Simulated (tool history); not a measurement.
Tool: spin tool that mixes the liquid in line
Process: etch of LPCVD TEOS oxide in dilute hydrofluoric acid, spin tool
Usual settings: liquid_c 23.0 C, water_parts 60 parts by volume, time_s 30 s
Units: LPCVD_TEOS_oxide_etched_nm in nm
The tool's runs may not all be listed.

run	hour	liquid_c	water_parts	time_s	wafers since the last listed run	hours since the thermometer was replaced	hours since the hydrofluoric acid flow meter was replaced	hours since the gauge calibration	read-back film thickness of the LPCVD TEOS oxide reference wafer, read on the same gauge (nm)	LPCVD_TEOS_oxide_etched_nm
1	0.0	23.0	75	30	0	81.4	1674.0	661.0	99.98	16.23
2	46.8	23.0	75	30	354	128.2	1720.8	707.8	99.96	16.09
3	108.9	23.0	60	30	470	190.3	1782.9	769.9	100.01	20.65
4	167.8	23.0	60	30	445	249.2	1841.8	828.8	100.01	20.48
5	255.0	23.0	60	30	660	336.4	1929.0	916.0	100.01	20.42
6	357.3	23.0	60	30	774	438.7	2031.3	1018.3	100.01	20.40
7	413.4	23.0	60	30	424	494.8	2087.4	1074.4	100.01	20.42
# hour 472.4: gauge calibrated
8	477.0	23.0	80	30	481	558.4	2151.0	4.6	99.99	14.81
# hour 540.0: thermometer replaced
9	563.4	23.0	80	30	646	23.4	2237.4	91.0	100.02	14.86
10	636.2	23.0	60	30	551	96.2	2310.2	163.8	100.03	20.15
11	732.2	23.0	35	30	726	192.2	2406.2	259.8	100.00	35.84
12	774.2	23.0	80	20	317	234.2	2448.2	301.8	100.04	9.81
13	854.8	19.5	60	25	610	314.8	2528.8	382.4	99.97	14.39
# hour 874.8: hydrofluoric acid flow meter replaced
14	908.4	18.0	60	30	398	368.4	33.6	436.0	99.99	15.34
15	996.8	26.0	40	15	669	456.8	122.0	524.4	100.03	16.58

Forecast run 16:
# hour 1095.2: thermometer replaced
16	1126.9	23.0	60	30	977	31.7	252.1	654.5	?	?

Run 16 gave read-back film thickness of the LPCVD TEOS oxide reference wafer, read on the same gauge (nm) 100.00, LPCVD_TEOS_oxide_etched_nm 18.71 nm.
Without the tool's hidden state the same run would have given LPCVD_TEOS_oxide_etched_nm 21.78 nm.

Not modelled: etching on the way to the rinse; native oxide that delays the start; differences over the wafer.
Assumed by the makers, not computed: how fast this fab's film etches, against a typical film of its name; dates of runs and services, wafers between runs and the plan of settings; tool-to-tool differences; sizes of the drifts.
